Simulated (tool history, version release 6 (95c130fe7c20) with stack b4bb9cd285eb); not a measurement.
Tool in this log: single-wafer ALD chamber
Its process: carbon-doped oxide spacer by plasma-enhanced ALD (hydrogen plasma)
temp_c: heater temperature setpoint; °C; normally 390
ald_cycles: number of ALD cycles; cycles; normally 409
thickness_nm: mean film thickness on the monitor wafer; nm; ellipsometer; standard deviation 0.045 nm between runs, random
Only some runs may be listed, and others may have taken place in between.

run	hour	temp_c	ald_cycles	read-back reference wafer on the same gauge, thickness_nm	thickness_nm
1	0	390	368	17.076	16.169
2	8.9	390	433	17.083	19.067
3	23.7	390	433	17.085	19.047
4	29.9	397	409	17.081	17.965
5	36.1	397	409	17.077	17.981
6	48.9	397	409	17.056	17.963
7	60.7	390	409	17.067	18.015
8	78.3	383	450	17.059	19.676
9	91.8	383	450	17.049	19.726
10	107.7	390	409	17.04	17.998
11	119.9	390	409	17.031	17.926
12	134.2	390	375	17.034	16.446
13	149.3	390	375	17.029	16.377
14	165.5	390	464	17.01	20.325
15	183.2	390	409	17.011	17.975
16	191.2	390	409	17.008	17.946
17	207.5	400	409	17.007	17.969
18	239.8	400	409	16.983	17.945
19	250.5	390	409	16.984	17.905
20	257.5	390	409	16.984	17.952
21	264.2	390	409	16.983	17.926
22	315.3	390	409	16.955	17.859
23	332.7	390	409	16.948	17.765
24	345.9	384	479	16.939	20.984
25	355	380	352	16.95	15.342
26	367.5	400	409	16.927	17.862
27	377.7	390	471	16.93	20.576
# hour 384.7: gauge calibrated
28	395.2	384	454	17.099	19.969
# hour 406.3: thermocouple changed; heater temperature recalibrated
29	406.8	402	443	17.098	19.526
30	416.2	385	355	17.096	15.639
31	424.5	381	433	17.092	18.968
32	454.7	376	372	17.082	16.367
33	467.5	394	409	17.065	17.934
34	494.1	384	409	17.055	17.975
35	503.6	386	350	17.048	15.278
36	510.1	390	409	17.043	18.041
37	519.7	397	382	17.043	16.762
38	532.2	376	409	17.046	17.929
39	538.8	390	409	17.044	17.896
40	550.2	390	386	17.037	16.972
41	564.9	394	409	17.036	17.926
42	571.4	390	490	17.031	21.455
43	585.7	390	409	17.012	17.998
44	596.5	396	409	17.018	17.863

5 ways to go on from here, each from the tool as it stands after run 44. What would each give?
A	597.5	390	409	?	?
B	597.5	390	437	?	?
C	597.5	390	488	?	?
D	597.5	401	438	?	?
E	597.5	379	440	?	?

run	read-back reference wafer on the same gauge, thickness_nm	thickness_nm
A	17.012	17.912
B	17.012	19.138
C	17.012	21.372
D	17.012	19.182
E	17.012	19.27
Without the tool's unlogged condition, the same runs would have read:
run	thickness_nm
A	18.001
B	19.233
C	21.478
D	19.277
E	19.365

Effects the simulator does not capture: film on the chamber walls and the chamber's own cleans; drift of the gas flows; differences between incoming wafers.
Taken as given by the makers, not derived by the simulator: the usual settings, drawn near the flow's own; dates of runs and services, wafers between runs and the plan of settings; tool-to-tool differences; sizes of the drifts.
